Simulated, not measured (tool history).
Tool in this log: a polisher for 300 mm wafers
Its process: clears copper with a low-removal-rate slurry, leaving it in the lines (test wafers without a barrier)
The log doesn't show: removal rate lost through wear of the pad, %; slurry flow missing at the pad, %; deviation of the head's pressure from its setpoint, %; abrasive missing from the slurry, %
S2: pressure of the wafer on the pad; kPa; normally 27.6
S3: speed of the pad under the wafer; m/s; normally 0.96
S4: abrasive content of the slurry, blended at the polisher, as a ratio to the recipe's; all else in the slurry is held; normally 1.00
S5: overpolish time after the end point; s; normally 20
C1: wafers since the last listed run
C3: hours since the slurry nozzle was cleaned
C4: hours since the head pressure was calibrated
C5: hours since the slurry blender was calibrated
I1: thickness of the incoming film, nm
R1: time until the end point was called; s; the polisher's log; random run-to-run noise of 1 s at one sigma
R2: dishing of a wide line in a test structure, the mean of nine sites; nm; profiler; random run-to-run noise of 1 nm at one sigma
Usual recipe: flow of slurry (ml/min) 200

{"run": 1, "day": 0.0, "flow of slurry (ml/min)": 200, "S2": 27.6, "S3": 0.96, "S4": 1.0, "S5": 20, "C1": 0, "wafers polished on this pad": 1872, "C3": 576.4, "C4": 91.6, "C5": 266.2, "I1": 401.8, "R1": 89.7, "R2": 39.9}
{"run": 2, "day": 4.346, "flow of slurry (ml/min)": 200, "S2": 27.6, "S3": 0.96, "S4": 1.0, "S5": 20, "C1": 1263, "wafers polished on this pad": 3135, "C3": 680.7, "C4": 195.9, "C5": 370.5, "I1": 402.1, "R1": 91.1, "R2": 40.0}
{"run": 3, "day": 6.392, "flow of slurry (ml/min)": 200, "S2": 27.6, "S3": 0.96, "S4": 1.0, "S5": 20, "C1": 594, "wafers polished on this pad": 3730, "C3": 729.8, "C4": 245.0, "C5": 419.6, "I1": 403.3, "R1": 90.9, "R2": 39.1}
{"day": 7.533, "done": "slurry nozzle cleaned"}
{"run": 4, "day": 9.346, "flow of slurry (ml/min)": 200, "S2": 27.6, "S3": 0.96, "S4": 1.0, "S5": 20, "C1": 846, "wafers polished on this pad": 4577, "C3": 43.5, "C4": 315.9, "C5": 490.5, "I1": 408.1, "R1": 91.2, "R2": 41.6}
{"day": 10.042, "done": "slurry blender recalibrated"}
{"run": 5, "day": 10.879, "flow of slurry (ml/min)": 200, "S2": 22.1, "S3": 0.96, "S4": 1.0, "S5": 20, "C1": 421, "wafers polished on this pad": 4999, "C3": 80.3, "C4": 352.7, "C5": 20.1, "I1": 405.1, "R1": 113.3, "R2": 35.5}
{"run": 6, "day": 15.258, "flow of slurry (ml/min)": 200, "S2": 27.6, "S3": 0.96, "S4": 1.0, "S5": 20, "C1": 1273, "wafers polished on this pad": 6272, "C3": 185.4, "C4": 457.8, "C5": 125.2, "I1": 403.9, "R1": 92.2, "R2": 39.9}
{"run": 7, "day": 16.838, "flow of slurry (ml/min)": 200, "S2": 27.6, "S3": 0.96, "S4": 1.0, "S5": 20, "C1": 459, "wafers polished on this pad": 6731, "C3": 223.3, "C4": 495.7, "C5": 163.1, "I1": 393.8, "R1": 93.8, "R2": 40.4}
{"day": 17.858, "done": "worn pad replaced by a new one"}
{"run": 8, "day": 18.771, "flow of slurry (ml/min)": 175, "S2": 27.6, "S3": 1.2, "S4": 1.0, "S5": 20, "C1": 513, "wafers polished on this pad": 265, "C3": 269.7, "C4": 542.1, "C5": 209.5, "I1": 406.2, "R1": 79.1, "R2": 44.4}
{"run": 9, "day": 21.717, "flow of slurry (ml/min)": 160, "S2": 27.6, "S3": 0.7, "S4": 1.0, "S5": 20, "C1": 856, "wafers polished on this pad": 1122, "C3": 340.4, "C4": 612.8, "C5": 280.2, "I1": 399.1, "R1": 136.5, "R2": 30.5}
{"day": 22.017, "done": "head pressure recalibrated"}
{"run": 10, "day": 25.742, "flow of slurry (ml/min)": 160, "S2": 27.6, "S3": 0.7, "S4": 1.0, "S5": 20, "C1": 1146, "wafers polished on this pad": 2268, "C3": 437.0, "C4": 89.4, "C5": 376.8, "I1": 398.9, "R1": 123.6, "R2": 33.7}
{"day": 29.162, "done": "slurry blender recalibrated"}
{"run": 11, "day": 29.604, "flow of slurry (ml/min)": 200, "S2": 22.1, "S3": 0.96, "S4": 1.0, "S5": 12, "C1": 1098, "wafers polished on this pad": 3367, "C3": 529.7, "C4": 182.1, "C5": 10.6, "I1": 404.0, "R1": 115.3, "R2": 24.9}
{"run": 12, "day": 32.5, "flow of slurry (ml/min)": 200, "S2": 27.6, "S3": 0.96, "S4": 1.0, "S5": 20, "C1": 842, "wafers polished on this pad": 4209, "C3": 599.2, "C4": 251.6, "C5": 80.1, "I1": 396.3, "R1": 92.6, "R2": 39.9}
{"run": 13, "day": 34.842, "flow of slurry (ml/min)": 200, "S2": 27.6, "S3": 0.96, "S4": 1.0, "S5": 20, "C1": 680, "wafers polished on this pad": 4890, "C3": 655.4, "C4": 307.8, "C5": 136.3, "I1": 392.8, "R1": 94.2, "R2": 41.3}
{"run": 14, "day": 39.308, "flow of slurry (ml/min)": 200, "S2": 22.8, "S3": 0.96, "S4": 1.0, "S5": 30, "C1": 1298, "wafers polished on this pad": 6189, "C3": 762.6, "C4": 415.0, "C5": 243.5, "I1": 401.1, "R1": 117.5, "R2": 44.3}
{"day": 41.938, "done": "worn pad replaced by a new one"}
{"day": 48.346, "done": "slurry nozzle cleaned"}
{"run": 15, "day": 49.438, "flow of slurry (ml/min)": 240, "S2": 22.8, "S3": 0.96, "S4": 1.0, "S5": 26, "C1": 2884, "wafers polished on this pad": 2168, "C3": 26.2, "C4": 658.1, "C5": 486.6, "I1": 402.6, "R1": 118.8, "R2": 41.1}
{"day": 50.933, "done": "head pressure recalibrated"}
{"run": 16, "day": 53.183, "flow of slurry (ml/min)": 200, "S2": 27.6, "S3": 0.96, "S4": 1.0, "S5": 20, "C1": 1065, "wafers polished on this pad": 3233, "C3": 116.1, "C4": 54.0, "C5": 576.5, "I1": 402.6, "R1": 88.4, "R2": 42.0}
{"day": 53.288, "done": "slurry blender recalibrated"}
{"run": 17, "day": 57.075, "flow of slurry (ml/min)": 180, "S2": 27.6, "S3": 0.64, "S4": 0.85, "S5": 15, "C1": 1107, "wafers polished on this pad": 4340, "C3": 209.5, "C4": 147.4, "C5": 90.9, "I1": 401.4, "R1": 133.6, "R2": 26.2}
{"run": 18, "day": 58.604, "flow of slurry (ml/min)": 175, "S2": 22.8, "S3": 0.68, "S4": 1.15, "S5": 20, "C1": 444, "wafers polished on this pad": 4785, "C3": 246.2, "C4": 184.1, "C5": 127.6, "I1": 402.5, "R1": 150.6, "R2": 30.2}
{"run": 19, "day": 61.162, "flow of slurry (ml/min)": 200, "S2": 27.6, "S3": 0.96, "S4": 1.15, "S5": 20, "C1": 743, "wafers polished on this pad": 5529, "C3": 307.6, "C4": 245.5, "C5": 189.0, "I1": 397.5, "R1": 89.5, "R2": 42.0}
{"run": 20, "day": 65.338, "flow of slurry (ml/min)": 200, "S2": 36.5, "S3": 0.86, "S4": 1.2, "S5": 20, "C1": 1214, "wafers polished on this pad": 6743, "C3": 407.8, "C4": 345.7, "C5": 289.2, "I1": 405.6, "R1": 77.9, "R2": 45.9}
{"day": 66.058, "done": "worn pad replaced by a new one"}
{"run": 21, "day": 66.85, "flow of slurry (ml/min)": 200, "S2": 27.6, "S3": 1.22, "S4": 1.0, "S5": 20, "C1": 391, "wafers polished on this pad": 229, "C3": 444.1, "C4": 382.0, "C5": 325.5, "I1": 402.4, "R1": 74.8, "R2": 46.9}
{"run": 22, "day": 68.525, "flow of slurry (ml/min)": 145, "S2": 27.6, "S3": 0.96, "S4": 0.85, "S5": 20, "C1": 487, "wafers polished on this pad": 717, "C3": 484.3, "C4": 422.2, "C5": 365.7, "I1": 401.1, "R1": 103.7, "R2": 38.5}
{"run": 23, "day": 70.2, "flow of slurry (ml/min)": 200, "S2": 27.6, "S3": 0.96, "S4": 1.0, "S5": 20, "C1": 487, "wafers polished on this pad": 1204, "C3": 524.5, "C4": 462.4, "C5": 405.9, "I1": 408.6, "R1": 98.7, "R2": 38.8}
{"run": 24, "day": 72.529, "flow of slurry (ml/min)": 255, "S2": 27.6, "S3": 1.26, "S4": 1.0, "S5": 20, "C1": 677, "wafers polished on this pad": 1881, "C3": 580.4, "C4": 518.3, "C5": 461.8, "I1": 404.8, "R1": 73.9, "R2": 44.3}
{"day": 75.275, "done": "slurry blender recalibrated"}
{"run": 25, "day": 75.7, "flow of slurry (ml/min)": 200, "S2": 21.4, "S3": 1.14, "S4": 1.0, "S5": 20, "C1": 897, "wafers polished on this pad": 2779, "C3": 656.5, "C4": 594.4, "C5": 10.2, "I1": 394.2, "R1": 112.0, "R2": 35.5}
{"day": 77.35, "done": "head pressure recalibrated"}
{"run": 26, "day": 78.562, "flow of slurry (ml/min)": 200, "S2": 27.6, "S3": 0.96, "S4": 0.8, "S5": 8, "C1": 808, "wafers polished on this pad": 3587, "C3": 725.2, "C4": 29.1, "C5": 78.9, "I1": 403.1, "R1": 95.2, "R2": 21.2}
{"day": 79.975, "done": "slurry nozzle cleaned"}
{"run": 27, "day": 80.429, "flow of slurry (ml/min)": 235, "S2": 27.6, "S3": 1.24, "S4": 1.0, "S5": 30, "C1": 530, "wafers polished on this pad": 4118, "C3": 10.9, "C4": 73.9, "C5": 123.7, "I1": 406.1, "R1": 66.8, "R2": 58.3}
{"run": 28, "day": 83.062, "flow of slurry (ml/min)": 245, "S2": 22.1, "S3": 1.24, "S4": 1.2, "S5": 20, "C1": 765, "wafers polished on this pad": 4883, "C3": 74.1, "C4": 137.1, "C5": 186.9, "I1": 394.8, "R1": 81.8, "R2": 44.2}

Below are 4 alternative next runs, each starting from the tool's condition after run 28. Predict each:
{"run": "A", "day": 83.083, "flow of slurry (ml/min)": 200, "S2": 27.6, "S3": 0.96, "S4": 1.0, "S5": 20, "C1": 6, "wafers polished on this pad": 4889, "C3": 74.6, "C4": 137.6, "C5": 187.4, "I1": 399.3, "R1": "?", "R2": "?"}
{"run": "B", "day": 83.083, "flow of slurry (ml/min)": 200, "S2": 33.1, "S3": 0.86, "S4": 0.85, "S5": 11, "C1": 6, "wafers polished on this pad": 4889, "C3": 74.6, "C4": 137.6, "C5": 187.4, "I1": 399.3, "R1": "?", "R2": "?"}
{"run": "C", "day": 83.083, "flow of slurry (ml/min)": 200, "S2": 27.6, "S3": 1.14, "S4": 1.0, "S5": 20, "C1": 6, "wafers polished on this pad": 4889, "C3": 74.6, "C4": 137.6, "C5": 187.4, "I1": 399.3, "R1": "?", "R2": "?"}
{"run": "D", "day": 83.083, "flow of slurry (ml/min)": 200, "S2": 21.4, "S3": 0.96, "S4": 1.0, "S5": 17, "C1": 6, "wafers polished on this pad": 4889, "C3": 74.6, "C4": 137.6, "C5": 187.4, "I1": 399.3, "R1": "?", "R2": "?"}

run=A R1=87.3 R2=42.5
run=B R1=81.7 R2=30.3
run=C R1=74.6 R2=46.2
run=D R1=112.6 R2=32.3
Take away the tool's hidden state, keep each run's random variation, and the runs would have read:
run=A R1=86.3 R2=42.7
run=B R1=80.8 R2=30.6
run=C R1=73.8 R2=46.4
run=D R1=111.4 R2=32.5

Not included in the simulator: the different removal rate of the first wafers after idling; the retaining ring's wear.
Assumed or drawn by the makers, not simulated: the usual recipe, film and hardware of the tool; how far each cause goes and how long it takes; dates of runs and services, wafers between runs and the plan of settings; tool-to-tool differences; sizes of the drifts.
